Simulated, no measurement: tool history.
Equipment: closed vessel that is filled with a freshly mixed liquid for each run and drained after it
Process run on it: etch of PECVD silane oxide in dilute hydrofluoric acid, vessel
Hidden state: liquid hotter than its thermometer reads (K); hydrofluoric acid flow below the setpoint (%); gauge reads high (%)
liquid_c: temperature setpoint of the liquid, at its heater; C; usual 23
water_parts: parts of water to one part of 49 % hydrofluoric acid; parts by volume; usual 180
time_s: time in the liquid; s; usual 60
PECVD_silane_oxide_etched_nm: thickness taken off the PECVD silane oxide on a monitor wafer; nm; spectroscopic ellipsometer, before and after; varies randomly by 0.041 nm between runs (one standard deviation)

| run | day | liquid_c | water_parts | time_s | wafers since the last listed run | hours since the thermometer was replaced | hours since the hydrofluoric acid flow meter was replaced | hours since the gauge calibration | read-back film thickness of the PECVD silane oxide reference wafer, read on the same gauge (nm) | PECVD_silane_oxide_etched_nm |
|---|---|---|---|---|---|---|---|---|---|---|
| 1 | 0 | 23 | 180 | 60 | 0 | 1267 | 1272.8 | 295.5 | 59.98 | 9.1 |
| 2 | 0.388 | 23 | 180 | 60 | 947 | 1276.3 | 1282.1 | 304.8 | 60.03 | 9.15 |
| 3 | 1.025 | 23 | 180 | 60 | 1559 | 1291.6 | 1297.4 | 320.1 | 59.98 | 9.08 |
| 4 | 1.575 | 23 | 140 | 60 | 1345 | 1304.8 | 1310.6 | 333.3 | 60.01 | 12.31 |
| 5 | 2.125 | 26.5 | 180 | 60 | 1345 | 1318 | 1323.8 | 346.5 | 60.01 | 10.51 |
|  | 2.279 | thermometer replaced |
| 6 | 2.508 | 23 | 180 | 60 | 835 | 5.5 | 1333 | 355.7 | 60.02 | 8.34 |
| 7 | 2.925 | 19 | 180 | 60 | 1019 | 15.5 | 1343 | 365.7 | 59.98 | 7.18 |
| 8 | 3.533 | 19 | 180 | 60 | 1488 | 30.1 | 1357.6 | 380.3 | 60.02 | 7.16 |
| 9 | 3.925 | 19 | 180 | 60 | 958 | 39.5 | 1367 | 389.7 | 60.02 | 7.15 |
|  | 4.062 | hydrofluoric acid flow meter replaced |
| 10 | 4.412 | 23 | 180 | 35 | 1090 | 51.2 | 8.4 | 401.4 | 60 | 4.89 |
| 11 | 4.704 | 23 | 180 | 35 | 713 | 58.2 | 15.4 | 408.4 | 59.99 | 4.92 |
| 12 | 5.279 | 23 | 180 | 35 | 1406 | 72 | 29.2 | 422.2 | 60 | 4.91 |
| 13 | 5.946 | 23 | 180 | 85 | 1630 | 88 | 45.2 | 438.2 | 59.98 | 11.91 |
|  | 6.271 | gauge calibrated |
| 14 | 6.442 | 24.5 | 180 | 60 | 1212 | 99.9 | 57.1 | 4.1 | 60.01 | 8.83 |
| 15 | 6.871 | 19 | 125 | 30 | 1049 | 110.2 | 67.4 | 14.4 | 60.01 | 5.54 |
| 16 | 7.254 | 21 | 180 | 60 | 937 | 119.4 | 76.6 | 23.6 | 60.01 | 7.83 |
| 17 | 7.654 | 23 | 220 | 75 | 978 | 129 | 86.2 | 33.2 | 60 | 8.29 |
| 18 | 8.238 | 23 | 245 | 30 | 1426 | 143 | 100.2 | 47.2 | 59.96 | 2.89 |
| 19 | 8.85 | 18.5 | 180 | 60 | 1498 | 157.7 | 114.9 | 61.9 | 59.98 | 7.13 |
| 20 | 9.179 | 20 | 90 | 90 | 805 | 165.6 | 122.8 | 69.8 | 60 | 24.98 |
| 21 | 9.762 | 23 | 180 | 60 | 1426 | 179.6 | 136.8 | 83.8 | 60 | 8.44 |
| 22 | 11.838 | 19 | 210 | 60 | 5075 | 229.4 | 186.6 | 133.6 | 59.99 | 6.06 |
| 23 | 12.225 | 25 | 115 | 40 | 947 | 238.7 | 195.9 | 142.9 | 59.98 | 10.22 |
| 24 | 12.838 | 23 | 90 | 60 | 1498 | 253.4 | 210.6 | 157.6 | 59.98 | 18.94 |
| 25 | 13.183 | 23 | 180 | 60 | 845 | 261.7 | 218.9 | 165.9 | 60 | 8.5 |
| 26 | 13.929 | 23 | 180 | 60 | 1824 | 279.6 | 236.8 | 183.8 | 60.02 | 8.5 |
| 27 | 14.5 | 23 | 180 | 60 | 1396 | 293.3 | 250.5 | 197.5 | 59.97 | 8.55 |
| 28 | 14.788 | 25 | 225 | 40 | 703 | 300.2 | 257.4 | 204.4 | 59.99 | 4.65 |
| 29 | 15.292 | 19 | 180 | 75 | 1233 | 312.3 | 269.5 | 216.5 | 60 | 9.21 |
| 30 | 15.925 | 20.5 | 260 | 85 | 1549 | 327.5 | 284.7 | 231.7 | 59.97 | 6.96 |
| 31 | 16.362 | 23 | 180 | 60 | 1070 | 338 | 295.2 | 242.2 | 60.01 | 8.51 |
| 32 | 16.908 | 23 | 250 | 95 | 1335 | 351.1 | 308.3 | 255.3 | 60 | 9.05 |
| 33 | 17.362 | 27 | 150 | 90 | 1110 | 362 | 319.2 | 266.2 | 60 | 18.63 |
| 34 | 17.871 | 20.5 | 235 | 75 | 1243 | 374.2 | 331.4 | 278.4 | 59.97 | 7.03 |

3 options for the next run, each taken on its own from the tool as it stands now. Forecast them:
| A | 17.9 | 23 | 180 | 60 | 71 | 374.9 | 332.1 | 279.1 | ? | ? |
| B | 17.9 | 24.5 | 115 | 40 | 71 | 374.9 | 332.1 | 279.1 | ? | ? |
| C | 17.9 | 24.5 | 130 | 60 | 71 | 374.9 | 332.1 | 279.1 | ? | ? |

| run | read-back film thickness of the PECVD silane oxide reference wafer, read on the same gauge (nm) | PECVD_silane_oxide_etched_nm |
|---|---|---|
| A | 59.97 | 8.63 |
| B | 59.97 | 10.28 |
| C | 59.97 | 13.4 |
With the hidden condition removed and each run's random variation left untouched, the same runs would have given:
| run | PECVD_silane_oxide_etched_nm |
|---|---|
| A | 8.42 |
| B | 10.02 |
| C | 13.06 |

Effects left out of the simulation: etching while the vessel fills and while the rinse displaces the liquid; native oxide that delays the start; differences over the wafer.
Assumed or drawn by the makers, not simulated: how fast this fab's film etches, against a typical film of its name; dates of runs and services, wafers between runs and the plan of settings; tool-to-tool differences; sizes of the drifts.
